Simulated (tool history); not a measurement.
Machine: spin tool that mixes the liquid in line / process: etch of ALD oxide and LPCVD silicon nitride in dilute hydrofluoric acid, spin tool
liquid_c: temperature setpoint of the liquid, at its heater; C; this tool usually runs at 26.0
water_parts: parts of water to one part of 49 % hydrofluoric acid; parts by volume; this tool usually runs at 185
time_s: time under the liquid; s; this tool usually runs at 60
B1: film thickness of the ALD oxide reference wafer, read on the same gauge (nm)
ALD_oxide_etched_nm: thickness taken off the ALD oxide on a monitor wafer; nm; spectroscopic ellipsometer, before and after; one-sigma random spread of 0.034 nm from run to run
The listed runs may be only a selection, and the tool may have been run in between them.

run 1 hour=0.0 | liquid_c=26.0 water_parts=210 time_s=60 | B1=40.004 | ALD_oxide_etched_nm=4.134
run 2 hour=34.8 | liquid_c=26.0 water_parts=210 time_s=60 | B1=39.985 | ALD_oxide_etched_nm=4.182
run 3 hour=68.8 | liquid_c=26.0 water_parts=185 time_s=60 | B1=39.994 | ALD_oxide_etched_nm=4.826
run 4 hour=103.5 | liquid_c=26.0 water_parts=185 time_s=60 | B1=40.003 | ALD_oxide_etched_nm=4.833
run 5 hour=134.0 | liquid_c=26.0 water_parts=185 time_s=60 | B1=39.998 | ALD_oxide_etched_nm=4.864
run 6 hour=160.7 | liquid_c=23.0 water_parts=140 time_s=60 | B1=39.999 | ALD_oxide_etched_nm=5.980
run 7 hour=183.8 | liquid_c=23.0 water_parts=140 time_s=60 | B1=39.991 | ALD_oxide_etched_nm=6.047
run 8 hour=198.6 | liquid_c=26.0 water_parts=165 time_s=60 | B1=40.014 | ALD_oxide_etched_nm=5.591
run 9 hour=213.5 | liquid_c=26.0 water_parts=185 time_s=60 | B1=40.008 | ALD_oxide_etched_nm=4.851
run 10 hour=249.5 | liquid_c=26.0 water_parts=185 time_s=60 | B1=40.007 | ALD_oxide_etched_nm=4.774
-- hour=305.5 gauge calibrated
run 11 hour=342.6 | liquid_c=26.0 water_parts=240 time_s=60 | B1=39.999 | ALD_oxide_etched_nm=3.389
-- hour=358.7 hydrofluoric acid flow meter replaced
run 12 hour=369.1 | liquid_c=22.0 water_parts=250 time_s=25 | B1=39.992 | ALD_oxide_etched_nm=1.269
run 13 hour=396.4 | liquid_c=23.5 water_parts=215 time_s=85 | B1=40.006 | ALD_oxide_etched_nm=5.488
run 14 hour=425.4 | liquid_c=26.0 water_parts=185 time_s=60 | B1=39.979 | ALD_oxide_etched_nm=5.112
run 15 hour=440.2 | liquid_c=24.0 water_parts=265 time_s=80 | B1=40.008 | ALD_oxide_etched_nm=4.110
-- hour=451.9 thermometer replaced
run 16 hour=475.7 | liquid_c=26.0 water_parts=185 time_s=60 | B1=39.995 | ALD_oxide_etched_nm=4.674
run 17 hour=505.6 | liquid_c=29.0 water_parts=125 time_s=25 | B1=40.010 | ALD_oxide_etched_nm=3.477
run 18 hour=533.5 | liquid_c=23.5 water_parts=185 time_s=60 | B1=39.994 | ALD_oxide_etched_nm=4.235
run 19 hour=565.7 | liquid_c=26.0 water_parts=185 time_s=60 | B1=39.997 | ALD_oxide_etched_nm=4.685
run 20 hour=579.2 | liquid_c=26.0 water_parts=185 time_s=35 | B1=40.004 | ALD_oxide_etched_nm=2.718
run 21 hour=613.6 | liquid_c=26.0 water_parts=115 time_s=60 | B1=39.996 | ALD_oxide_etched_nm=8.051
run 22 hour=644.2 | liquid_c=27.5 water_parts=125 time_s=30 | B1=39.995 | ALD_oxide_etched_nm=3.912
run 23 hour=657.7 | liquid_c=21.5 water_parts=100 time_s=75 | B1=40.003 | ALD_oxide_etched_nm=9.813
run 24 hour=670.2 | liquid_c=23.0 water_parts=120 time_s=90 | B1=39.993 | ALD_oxide_etched_nm=10.305
run 25 hour=699.0 | liquid_c=26.0 water_parts=120 time_s=75 | B1=39.996 | ALD_oxide_etched_nm=9.410
run 26 hour=714.0 | liquid_c=26.0 water_parts=185 time_s=50 | B1=40.005 | ALD_oxide_etched_nm=3.780
run 27 hour=740.8 | liquid_c=26.0 water_parts=120 time_s=75 | B1=40.003 | ALD_oxide_etched_nm=9.661

Here are 3 independent what-if runs from the current tool condition. What would each one return?
run A hour=741.2 | liquid_c=26.0 water_parts=185 time_s=60 | B1=? | ALD_oxide_etched_nm=?
run B hour=741.2 | liquid_c=30.0 water_parts=185 time_s=80 | B1=? | ALD_oxide_etched_nm=?
run C hour=741.2 | liquid_c=26.0 water_parts=185 time_s=75 | B1=? | ALD_oxide_etched_nm=?

run=A B1=40.017 ALD_oxide_etched_nm=4.515
run=B B1=40.017 ALD_oxide_etched_nm=6.932
run=C B1=40.017 ALD_oxide_etched_nm=5.644
Take away the tool's hidden state, keep each run's random variation, and the runs would have read:
run=A ALD_oxide_etched_nm=4.727
run=B ALD_oxide_etched_nm=7.271
run=C ALD_oxide_etched_nm=5.908

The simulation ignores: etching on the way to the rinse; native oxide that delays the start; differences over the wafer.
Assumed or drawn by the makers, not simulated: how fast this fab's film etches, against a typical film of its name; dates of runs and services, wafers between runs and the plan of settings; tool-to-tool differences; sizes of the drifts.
